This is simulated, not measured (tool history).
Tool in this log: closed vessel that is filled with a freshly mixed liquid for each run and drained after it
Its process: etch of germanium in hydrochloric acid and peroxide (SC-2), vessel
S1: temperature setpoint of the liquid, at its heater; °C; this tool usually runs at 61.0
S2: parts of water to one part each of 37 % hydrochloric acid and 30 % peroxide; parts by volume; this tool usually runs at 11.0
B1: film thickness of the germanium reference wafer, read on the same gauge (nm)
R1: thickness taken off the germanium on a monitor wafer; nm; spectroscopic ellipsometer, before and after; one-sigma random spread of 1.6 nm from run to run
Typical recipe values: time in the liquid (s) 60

Run 1, hour 0.0: usual settings but time in the liquid (s) 85; B1 130.02. Result: R1 228.96 nm.
At hour 7.8: gauge calibrated.
At hour 21.3: chemicals flow meter replaced.
Run 2, hour 58.9: usual settings but time in the liquid (s) 85; B1 129.99. Result: R1 224.23 nm.
Run 3, hour 129.7: usual settings; B1 130.00. Result: R1 162.34 nm.
Run 4, hour 182.9: usual settings; B1 130.00. Result: R1 162.18 nm.
Run 5, hour 250.9: usual settings but S2 14.5 parts by volume, time in the liquid (s) 70; B1 129.98. Result: R1 179.79 nm.
Run 6, hour 304.6: usual settings but S2 14.0 parts by volume, time in the liquid (s) 80; B1 130.01. Result: R1 204.52 nm.
Run 7, hour 335.9: usual settings but S2 14.0 parts by volume; B1 130.00. Result: R1 151.45 nm.
At hour 363.3: new drum of peroxide connected.
Run 8, hour 401.7: usual settings but S2 16.0 parts by volume; B1 130.01. Result: R1 151.11 nm.
Run 9, hour 460.4: usual settings but S1 55.5 °C, S2 8.0 parts by volume; B1 129.99. Result: R1 141.02 nm.
Run 10, hour 511.6: usual settings; B1 130.00. Result: R1 157.33 nm.
At hour 570.8: chemicals flow meter replaced.
Run 11, hour 574.3: usual settings; B1 130.00. Result: R1 158.34 nm.
Run 12, hour 633.1: usual settings but S1 69.5 °C, S2 16.5 parts by volume, time in the liquid (s) 80; B1 130.01. Result: R1 247.59 nm.
Run 13, hour 670.0: usual settings but S2 16.0 parts by volume, time in the liquid (s) 45; B1 130.00. Result: R1 113.05 nm.
Run 14, hour 733.4: usual settings but S1 65.5 °C, S2 7.5 parts by volume; B1 130.01. Result: R1 185.63 nm.
At hour 752.7: thermometer replaced.
Run 15, hour 762.1: usual settings but S1 57.0 °C, time in the liquid (s) 35; B1 130.00. Result: R1 86.90 nm.
Run 16, hour 826.1: usual settings but S1 57.5 °C, time in the liquid (s) 50; B1 129.98. Result: R1 125.75 nm.
Run 17, hour 882.4: usual settings; B1 129.99. Result: R1 166.77 nm.
At hour 921.4: new drum of peroxide connected.
Run 18, hour 927.4: usual settings but S1 57.5 °C, S2 14.5 parts by volume, time in the liquid (s) 30; B1 130.00. Result: R1 71.82 nm.

Expected results for the next run?
Run 19, hour 990.4: usual settings but S2 15.0 parts by volume, time in the liquid (s) 80; B1 ?. Result: R1 ?.

{"run 19": {"B1": 130.01, "R1": 212.31}}
Minus the tool's unlogged condition, the same run would have read R1 215.86 nm.
